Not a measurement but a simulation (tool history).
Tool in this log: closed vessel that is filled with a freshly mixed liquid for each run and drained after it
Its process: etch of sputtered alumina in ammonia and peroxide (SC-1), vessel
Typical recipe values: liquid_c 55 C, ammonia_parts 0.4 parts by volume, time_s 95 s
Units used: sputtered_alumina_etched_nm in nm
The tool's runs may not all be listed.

run,hour,liquid_c,ammonia_parts,time_s,wafers since the last listed run,hours since the thermometer was replaced,hours since the ammonia flow meter was replaced,hours since the drum of ammonia solution was connected,hours since the gauge calibration,"read-back film thickness of the sputtered alumina reference wafer, read on the same gauge (nm)",sputtered_alumina_etched_nm
1,0,55,0.5,95,0,1723.5,981.8,18.2,100.6,140,4.82
2,33.9,55,0.5,95,3707,1757.4,1015.7,52.1,134.5,140,4.86
3,44.5,59,0.4,95,1159,1768,1026.3,62.7,145.1,140.02,5.82
4,61,59,0.4,95,1804,1784.5,1042.8,79.2,161.6,140.02,5.86
5,76.9,55,0.4,95,1738,1800.4,1058.7,95.1,177.5,139.98,4.74
6,91,55,0.4,95,1541,1814.5,1072.8,109.2,191.6,140.01,4.7
7,107.7,55,0.55,110,1826,1831.2,1089.5,125.9,208.3,140,5.6
8,123.8,55,0.55,110,1760,1847.3,1105.6,142,224.4,140.02,5.61
# hour 145.9: thermometer replaced
9,155.4,55,0.55,110,3346,9.5,1137.2,173.6,256,140.01,6.42
10,169.7,57,0.4,95,1563,23.8,1151.5,187.9,270.3,139.98,5.9
11,177,57,0.4,95,798,31.1,1158.8,195.2,277.6,140.02,5.95
12,189.1,55,0.5,110,1323,43.2,1170.9,207.3,289.7,140.01,6.31
13,196,55,0.5,110,754,50.1,1177.8,214.2,296.6,139.99,6.26
14,203.2,60,0.2,95,787,57.3,1185,221.4,303.8,140.02,6.51
15,219.2,55,0.55,95,1749,73.3,1201,237.4,319.8,139.98,5.51
16,234.2,55,0.4,95,1640,88.3,1216,252.4,334.8,139.98,5.32
17,244.1,55,0.4,95,1082,98.2,1225.9,262.3,344.7,139.98,5.34
# hour 248.1: new drum of ammonia solution connected
# hour 251.6: ammonia flow meter replaced
# hour 252.1: gauge calibrated
18,261.5,60.5,0.5,145,1684,115.6,9.9,13.4,9.4,139.99,10.95
19,277.5,63.5,0.35,110,1749,131.6,25.9,29.4,25.4,139.99,9.31
20,292.9,55,0.4,145,1684,147,41.3,44.8,40.8,139.98,8.07
21,301.8,46.5,0.4,110,973,155.9,50.2,53.7,49.7,140.01,3.86
22,318.8,64,0.3,140,1859,172.9,67.2,70.7,66.7,139.99,12.03
23,325,57.5,0.4,95,678,179.1,73.4,76.9,72.9,140,6.01
24,332.2,55,0.4,95,787,186.3,80.6,84.1,80.1,139.99,5.27
25,344.3,47,0.55,145,1323,198.4,92.7,96.2,92.2,140.04,5.4
26,357.4,55,0.45,95,1432,211.5,105.8,109.3,105.3,140.03,5.35
27,373.2,55,0.3,95,1727,227.3,121.6,125.1,121.1,140.03,5.18

Forecast each of these 5 alternatives for the next run:
A,373.9,55,0.4,65,76,228,122.3,125.8,121.8,?,?
B,373.9,55,0.4,60,76,228,122.3,125.8,121.8,?,?
C,373.9,64.5,0.4,130,76,228,122.3,125.8,121.8,?,?
D,373.9,60,0.5,40,76,228,122.3,125.8,121.8,?,?
E,373.9,51.5,0.4,95,76,228,122.3,125.8,121.8,?,?

run,"read-back film thickness of the sputtered alumina reference wafer, read on the same gauge (nm)",sputtered_alumina_etched_nm
A,139.97,3.62
B,139.97,3.34
C,139.97,11.83
D,139.97,2.96
E,139.97,4.38
The same runs, with their run-to-run variation unchanged, on a tool lacking any hidden condition would have given:
run,sputtered_alumina_etched_nm
A,3.69
B,3.41
C,12.04
D,3.01
E,4.47

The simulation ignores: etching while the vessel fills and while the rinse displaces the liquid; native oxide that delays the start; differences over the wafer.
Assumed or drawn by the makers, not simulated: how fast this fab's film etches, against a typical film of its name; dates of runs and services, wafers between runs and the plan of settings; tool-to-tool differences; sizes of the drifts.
